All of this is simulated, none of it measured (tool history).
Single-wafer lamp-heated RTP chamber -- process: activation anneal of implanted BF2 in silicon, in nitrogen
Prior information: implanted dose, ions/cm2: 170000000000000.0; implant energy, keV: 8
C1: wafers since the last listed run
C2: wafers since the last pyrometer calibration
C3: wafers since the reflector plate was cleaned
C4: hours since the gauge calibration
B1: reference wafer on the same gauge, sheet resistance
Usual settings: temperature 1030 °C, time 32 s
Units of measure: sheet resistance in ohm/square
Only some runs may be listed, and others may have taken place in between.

{"run": 1, "hour": 0.0, "temperature": 1030, "time": 32, "C1": 0, "C2": 144, "C3": 508, "C4": 318.1, "B1": 555.0, "sheet resistance": 580.74}
{"run": 2, "hour": 30.7, "temperature": 1030, "time": 32, "C1": 425, "C2": 570, "C3": 934, "C4": 348.8, "B1": 555.14, "sheet resistance": 580.97}
{"run": 3, "hour": 49.8, "temperature": 1030, "time": 32, "C1": 264, "C2": 834, "C3": 1199, "C4": 367.9, "B1": 554.91, "sheet resistance": 577.62}
{"run": 4, "hour": 134.2, "temperature": 1030, "time": 32, "C1": 1170, "C2": 2004, "C3": 2369, "C4": 452.3, "B1": 555.19, "sheet resistance": 580.18}
{"run": 5, "hour": 165.0, "temperature": 1030, "time": 32, "C1": 426, "C2": 2431, "C3": 2796, "C4": 483.1, "B1": 555.05, "sheet resistance": 580.03}
{"run": 6, "hour": 185.3, "temperature": 1030, "time": 32, "C1": 281, "C2": 2713, "C3": 3077, "C4": 503.4, "B1": 555.02, "sheet resistance": 580.06}
{"run": 7, "hour": 219.1, "temperature": 1030, "time": 32, "C1": 468, "C2": 3181, "C3": 3546, "C4": 537.2, "B1": 555.1, "sheet resistance": 576.81}
{"hour": 234.8, "done": "pyrometer window cleaned and pyrometer calibrated"}
{"run": 8, "hour": 272.4, "temperature": 1030, "time": 32, "C1": 627, "C2": 520, "C3": 4174, "C4": 590.5, "B1": 554.99, "sheet resistance": 576.08}
{"run": 9, "hour": 294.2, "temperature": 1015, "time": 32, "C1": 302, "C2": 822, "C3": 4476, "C4": 612.3, "B1": 554.91, "sheet resistance": 585.1}
{"run": 10, "hour": 317.4, "temperature": 1015, "time": 32, "C1": 321, "C2": 1144, "C3": 4798, "C4": 635.5, "B1": 554.95, "sheet resistance": 584.31}
{"run": 11, "hour": 348.4, "temperature": 1015, "time": 32, "C1": 429, "C2": 1574, "C3": 5227, "C4": 666.5, "B1": 554.84, "sheet resistance": 584.8}
{"run": 12, "hour": 361.6, "temperature": 1030, "time": 32, "C1": 182, "C2": 1757, "C3": 5410, "C4": 679.7, "B1": 554.99, "sheet resistance": 577.72}
{"run": 13, "hour": 391.4, "temperature": 1030, "time": 32, "C1": 413, "C2": 2170, "C3": 5823, "C4": 709.5, "B1": 555.07, "sheet resistance": 579.7}
{"run": 14, "hour": 426.3, "temperature": 1030, "time": 32, "C1": 483, "C2": 2654, "C3": 6307, "C4": 744.4, "B1": 554.81, "sheet resistance": 576.15}
{"run": 15, "hour": 459.1, "temperature": 1030, "time": 32, "C1": 454, "C2": 3108, "C3": 6762, "C4": 777.2, "B1": 554.85, "sheet resistance": 577.11}
{"run": 16, "hour": 479.8, "temperature": 1056, "time": 16, "C1": 286, "C2": 3395, "C3": 7049, "C4": 797.9, "B1": 554.9, "sheet resistance": 581.13}
{"run": 17, "hour": 507.7, "temperature": 1044, "time": 44, "C1": 386, "C2": 3782, "C3": 7436, "C4": 825.8, "B1": 554.98, "sheet resistance": 560.37}
{"hour": 523.6, "done": "pyrometer window cleaned and pyrometer calibrated"}
{"run": 18, "hour": 579.3, "temperature": 1040, "time": 32, "C1": 881, "C2": 772, "C3": 8317, "C4": 897.4, "B1": 555.04, "sheet resistance": 572.94}
{"run": 19, "hour": 610.1, "temperature": 1046, "time": 19, "C1": 426, "C2": 1199, "C3": 8744, "C4": 928.2, "B1": 555.01, "sheet resistance": 584.24}
{"run": 20, "hour": 629.0, "temperature": 1030, "time": 51, "C1": 262, "C2": 1461, "C3": 9006, "C4": 947.1, "B1": 554.8, "sheet resistance": 564.04}
{"run": 21, "hour": 649.7, "temperature": 1041, "time": 48, "C1": 286, "C2": 1748, "C3": 9293, "C4": 967.8, "B1": 554.91, "sheet resistance": 558.87}
{"run": 22, "hour": 671.6, "temperature": 1030, "time": 32, "C1": 303, "C2": 2051, "C3": 9597, "C4": 989.7, "B1": 555.02, "sheet resistance": 578.33}
{"run": 23, "hour": 689.9, "temperature": 1030, "time": 32, "C1": 253, "C2": 2305, "C3": 9851, "C4": 1008.0, "B1": 555.24, "sheet resistance": 574.57}
{"hour": 777.0, "done": "gauge calibrated"}
{"hour": 781.9, "done": "pyrometer window cleaned and pyrometer calibrated"}
{"run": 24, "hour": 789.9, "temperature": 1030, "time": 32, "C1": 1275, "C2": 111, "C3": 11126, "C4": 12.9, "B1": 555.09, "sheet resistance": 577.41}
{"run": 25, "hour": 839.3, "temperature": 1058, "time": 24, "C1": 684, "C2": 795, "C3": 11811, "C4": 62.3, "B1": 555.11, "sheet resistance": 567.77}
{"run": 26, "hour": 851.5, "temperature": 1030, "time": 32, "C1": 169, "C2": 965, "C3": 11980, "C4": 74.5, "B1": 554.94, "sheet resistance": 574.47}
{"hour": 861.5, "done": "reflector plate cleaned"}
{"run": 27, "hour": 880.2, "temperature": 1030, "time": 21, "C1": 286, "C2": 1252, "C3": 259, "C4": 103.2, "B1": 555.13, "sheet resistance": 589.87}
{"run": 28, "hour": 901.5, "temperature": 1013, "time": 27, "C1": 295, "C2": 1547, "C3": 554, "C4": 124.5, "B1": 554.94, "sheet resistance": 594.94}
{"run": 29, "hour": 929.0, "temperature": 1030, "time": 32, "C1": 381, "C2": 1928, "C3": 935, "C4": 152.0, "B1": 555.07, "sheet resistance": 579.9}
{"run": 30, "hour": 956.7, "temperature": 1030, "time": 48, "C1": 384, "C2": 2312, "C3": 1319, "C4": 179.7, "B1": 555.15, "sheet resistance": 571.38}
{"run": 31, "hour": 1049.3, "temperature": 1030, "time": 32, "C1": 1283, "C2": 3596, "C3": 2603, "C4": 272.3, "B1": 555.01, "sheet resistance": 579.19}
{"run": 32, "hour": 1072.6, "temperature": 1046, "time": 39, "C1": 323, "C2": 3919, "C3": 2926, "C4": 295.6, "B1": 555.24, "sheet resistance": 565.02}
{"hour": 1088.5, "done": "pyrometer window cleaned and pyrometer calibrated"}
{"run": 33, "hour": 1089.0, "temperature": 1030, "time": 32, "C1": 116, "C2": 7, "C3": 3042, "C4": 312.0, "B1": 555.14, "sheet resistance": 578.24}
{"run": 34, "hour": 1107.8, "temperature": 1030, "time": 32, "C1": 260, "C2": 267, "C3": 3303, "C4": 330.8, "B1": 554.81, "sheet resistance": 580.23}
{"run": 35, "hour": 1133.3, "temperature": 1050, "time": 19, "C1": 353, "C2": 621, "C3": 3656, "C4": 356.3, "B1": 555.09, "sheet resistance": 584.89}
{"run": 36, "hour": 1149.1, "temperature": 1030, "time": 24, "C1": 219, "C2": 840, "C3": 3875, "C4": 372.1, "B1": 555.36, "sheet resistance": 585.11}
{"run": 37, "hour": 1177.9, "temperature": 1030, "time": 32, "C1": 399, "C2": 1239, "C3": 4275, "C4": 400.9, "B1": 554.88, "sheet resistance": 580.44}
{"run": 38, "hour": 1190.5, "temperature": 1030, "time": 26, "C1": 174, "C2": 1414, "C3": 4449, "C4": 413.5, "B1": 554.96, "sheet resistance": 583.18}

Below are 3 alternative next runs, each starting from the tool's condition after run 38. Predict each:
{"run": "A", "hour": 1190.9, "temperature": 1013, "time": 32, "C1": 5, "C2": 1419, "C3": 4455, "C4": 413.9, "B1": "?", "sheet resistance": "?"}
{"run": "B", "hour": 1190.9, "temperature": 1014, "time": 27, "C1": 5, "C2": 1419, "C3": 4455, "C4": 413.9, "B1": "?", "sheet resistance": "?"}
{"run": "C", "hour": 1190.9, "temperature": 1059, "time": 23, "C1": 5, "C2": 1419, "C3": 4455, "C4": 413.9, "B1": "?", "sheet resistance": "?"}

run=A B1=555.09 sheet_resistance=588.46
run=B B1=555.09 sheet_resistance=592.30
run=C B1=555.09 sheet_resistance=573.29
What these runs would have given with no unlogged condition in the tool:
run=A sheet_resistance=592.41
run=B sheet_resistance=596.12
run=C sheet_resistance=576.75
